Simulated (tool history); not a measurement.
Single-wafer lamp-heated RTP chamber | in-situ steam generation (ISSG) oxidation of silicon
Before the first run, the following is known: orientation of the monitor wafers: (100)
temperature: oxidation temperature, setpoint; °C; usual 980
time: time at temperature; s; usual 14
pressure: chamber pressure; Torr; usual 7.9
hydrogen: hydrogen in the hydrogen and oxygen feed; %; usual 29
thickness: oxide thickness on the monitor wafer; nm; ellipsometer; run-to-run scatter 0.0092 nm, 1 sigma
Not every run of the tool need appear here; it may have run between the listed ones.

run,hour,temperature,time,pressure,hydrogen,"read-back reference wafer on the same gauge, thickness",thickness
1,0,980,16,7.9,29,4.32,5.191
2,6.3,980,16,7.9,29,4.32,5.2
3,24,980,16,7.9,29,4.317,5.196
4,32.8,980,14,7.9,29,4.321,4.908
5,44,980,14,7.9,29,4.318,4.918
6,55.5,980,14,7.9,29,4.319,4.924
7,61.9,980,14,7.9,21,4.32,4.517
8,78.3,980,14,7.9,21,4.321,4.515
9,89.3,980,15,7.9,29,4.318,5.055
10,101.1,969,11,7.9,29,4.32,4.323
11,110.5,998,16,8.3,21,4.322,5.105
# hour 121.6: pyrometer window cleaned and pyrometer calibrated
12,125.1,980,16,8.3,24,4.319,4.783
# hour 135.4: gauge calibrated
# hour 136.2: pressure gauge zeroed
13,152.2,990,12,7,32,4.318,4.775
# hour 168.7: hydrogen flow controller replaced
14,169.2,980,8,7.9,29,4.319,3.848
15,171.2,997,10,7.9,29,4.32,4.426
16,183.7,980,14,7.9,29,4.321,4.807
17,200.9,980,14,7.9,29,4.319,4.808
18,211.2,966,14,7.9,29,4.32,4.614

5 ways to go on from here, each from the tool as it stands after run 18. What would each give?
A,211.7,980,14,7.3,29,?,?
B,211.7,992,14,7.9,29,?,?
C,211.7,965,11,6.9,32,?,?
D,211.7,997,10,7.9,23,?,?
E,211.7,992,9,7.9,32,?,?

run,"read-back reference wafer on the same gauge, thickness",thickness
A,4.32,4.82
B,4.32,5.014
C,4.32,4.322
D,4.32,4.158
E,4.32,4.312
What these runs would have given with no unlogged condition in the tool:
run,thickness
A,4.756
B,4.941
C,4.275
D,4.103
E,4.259
